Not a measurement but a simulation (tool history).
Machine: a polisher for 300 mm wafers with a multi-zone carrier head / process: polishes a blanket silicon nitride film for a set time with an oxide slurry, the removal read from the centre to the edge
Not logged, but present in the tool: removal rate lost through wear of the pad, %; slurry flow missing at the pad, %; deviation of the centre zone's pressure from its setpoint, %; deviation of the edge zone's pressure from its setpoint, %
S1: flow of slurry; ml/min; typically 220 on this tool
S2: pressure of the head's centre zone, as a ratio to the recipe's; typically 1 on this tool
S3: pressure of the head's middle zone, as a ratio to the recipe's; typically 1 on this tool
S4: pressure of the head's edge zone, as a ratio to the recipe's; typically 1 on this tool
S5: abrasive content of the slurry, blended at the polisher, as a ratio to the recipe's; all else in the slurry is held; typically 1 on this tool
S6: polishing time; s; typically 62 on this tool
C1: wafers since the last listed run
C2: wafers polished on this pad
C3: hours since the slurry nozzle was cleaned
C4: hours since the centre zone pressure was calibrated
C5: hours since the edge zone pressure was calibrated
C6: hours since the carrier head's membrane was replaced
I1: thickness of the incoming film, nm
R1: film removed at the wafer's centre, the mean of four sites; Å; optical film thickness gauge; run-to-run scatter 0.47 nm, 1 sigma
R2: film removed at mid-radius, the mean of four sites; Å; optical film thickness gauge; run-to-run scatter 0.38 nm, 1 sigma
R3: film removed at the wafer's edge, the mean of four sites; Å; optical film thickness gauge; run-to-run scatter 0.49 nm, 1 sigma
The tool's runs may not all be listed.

| run | hour | S1 | S2 | S3 | S4 | S5 | S6 | C1 | C2 | C3 | C4 | C5 | C6 | I1 | R1 | R2 | R3 |
|---|---|---|---|---|---|---|---|---|---|---|---|---|---|---|---|---|---|
| 1 | 0 | 220 | 0.95 | 1 | 1 | 1 | 62 | 0 | 213 | 192.8 | 637.9 | 683.8 | 1754.7 | 359.5 | 305 | 320 | 318 |
| 2 | 26.6 | 220 | 0.95 | 1 | 1 | 1 | 62 | 178 | 391 | 219.4 | 664.5 | 710.4 | 1781.3 | 355.9 | 303 | 314 | 312 |
|  | 34 | carrier head's membrane replaced by a new one |
| 3 | 49.9 | 220 | 1 | 1 | 1.06 | 1 | 62 | 122 | 513 | 242.7 | 687.8 | 733.7 | 15.9 | 361.2 | 316 | 310 | 321 |
|  | 79.8 | edge zone pressure recalibrated |
|  | 140.1 | worn pad replaced by a new one |
|  | 143.4 | slurry nozzle cleaned |
| 4 | 156.3 | 220 | 1 | 1 | 1 | 1 | 62 | 665 | 102 | 12.9 | 794.2 | 76.5 | 122.3 | 354.4 | 321 | 320 | 314 |
|  | 169.6 | centre zone pressure recalibrated |
| 5 | 177.7 | 220 | 1 | 1 | 1 | 1 | 62 | 129 | 231 | 34.3 | 8.1 | 97.9 | 143.7 | 357.3 | 322 | 319 | 312 |
| 6 | 210.9 | 220 | 1 | 1 | 1 | 1 | 62 | 222 | 454 | 67.5 | 41.3 | 131.1 | 176.9 | 360.9 | 320 | 310 | 306 |
| 7 | 232.5 | 220 | 1 | 1 | 1 | 0.75 | 72 | 144 | 599 | 89.1 | 62.9 | 152.7 | 198.5 | 365.6 | 312 | 311 | 320 |
| 8 | 254.4 | 250 | 0.96 | 1 | 1 | 1 | 80 | 146 | 745 | 111 | 84.8 | 174.6 | 220.4 | 353.4 | 375 | 391 | 389 |
| 9 | 267.3 | 285 | 1 | 0.93 | 1 | 1.1 | 83 | 86 | 832 | 123.9 | 97.7 | 187.5 | 233.3 | 353.2 | 425 | 403 | 412 |
| 10 | 297.4 | 220 | 1 | 1 | 1 | 1 | 62 | 201 | 1033 | 154 | 127.8 | 217.6 | 263.4 | 364.3 | 284 | 284 | 283 |
| 11 | 312.7 | 220 | 0.97 | 1 | 0.92 | 1.1 | 51 | 102 | 1136 | 169.3 | 143.1 | 232.9 | 278.7 | 364.5 | 226 | 234 | 221 |
| 12 | 325 | 220 | 1 | 1 | 1 | 1 | 62 | 82 | 1218 | 181.6 | 155.4 | 245.2 | 291 | 363.5 | 268 | 265 | 260 |
|  | 337.6 | worn pad replaced by a new one |
| 13 | 341.2 | 220 | 1 | 1.07 | 1.06 | 0.7 | 53 | 81 | 24 | 197.8 | 171.6 | 261.4 | 307.2 | 357.5 | 242 | 253 | 245 |
| 14 | 358.2 | 155 | 1.07 | 1 | 1 | 1 | 62 | 113 | 138 | 214.8 | 188.6 | 278.4 | 324.2 | 362.3 | 330 | 299 | 311 |
| 15 | 389.1 | 220 | 1 | 0.93 | 0.9 | 1 | 62 | 206 | 345 | 245.7 | 219.5 | 309.3 | 355.1 | 358.5 | 319 | 310 | 301 |
| 16 | 424.2 | 220 | 0.94 | 1 | 1 | 1 | 62 | 235 | 580 | 280.8 | 254.6 | 344.4 | 390.2 | 353.7 | 296 | 315 | 312 |
| 17 | 449.2 | 250 | 1 | 1 | 1 | 1 | 62 | 167 | 747 | 305.8 | 279.6 | 369.4 | 415.2 | 364.9 | 309 | 309 | 307 |
| 18 | 463.3 | 220 | 1 | 1 | 1 | 1 | 62 | 94 | 842 | 319.9 | 293.7 | 383.5 | 429.3 | 362.9 | 305 | 300 | 311 |
|  | 467.5 | slurry nozzle cleaned |
| 19 | 479.4 | 220 | 0.89 | 1 | 1 | 1 | 62 | 101 | 943 | 11.9 | 309.8 | 399.6 | 445.4 | 354.2 | 262 | 294 | 297 |
| 20 | 511.4 | 220 | 1 | 1 | 0.9 | 0.9 | 42 | 214 | 1157 | 43.9 | 341.8 | 431.6 | 477.4 | 356.8 | 181 | 183 | 173 |
|  | 525.6 | worn pad replaced by a new one |
| 21 | 538.9 | 220 | 1 | 0.89 | 1 | 1 | 62 | 157 | 89 | 71.4 | 369.3 | 459.1 | 504.9 | 367.9 | 328 | 300 | 327 |

Alternative continuations, all from the tool just after run 21; predict every row:
| A | 539.3 | 220 | 1 | 1 | 1 | 1 | 55 | 2 | 91 | 71.8 | 369.7 | 459.5 | 505.3 | 362.2 | ? | ? | ? |
| B | 539.3 | 220 | 1 | 0.94 | 1 | 1.15 | 79 | 2 | 91 | 71.8 | 369.7 | 459.5 | 505.3 | 362.2 | ? | ? | ? |
| C | 539.3 | 220 | 1 | 1 | 1 | 1.15 | 62 | 2 | 91 | 71.8 | 369.7 | 459.5 | 505.3 | 362.2 | ? | ? | ? |
| D | 539.3 | 220 | 1 | 1 | 1 | 1 | 75 | 2 | 91 | 71.8 | 369.7 | 459.5 | 505.3 | 362.2 | ? | ? | ? |
| E | 539.3 | 220 | 1 | 1.04 | 1.08 | 1.3 | 45 | 2 | 91 | 71.8 | 369.7 | 459.5 | 505.3 | 362.2 | ? | ? | ? |

| run | R1 | R2 | R3 |
|---|---|---|---|
| A | 282 | 289 | 289 |
| B | 427 | 420 | 439 |
| C | 335 | 344 | 344 |
| D | 384 | 394 | 394 |
| E | 255 | 268 | 271 |
Had the tool no hidden state, the same runs would have come out as:
| run | R1 | R2 | R3 |
|---|---|---|---|
| A | 282 | 289 | 290 |
| B | 428 | 421 | 439 |
| C | 336 | 344 | 345 |
| D | 385 | 394 | 395 |
| E | 255 | 268 | 272 |
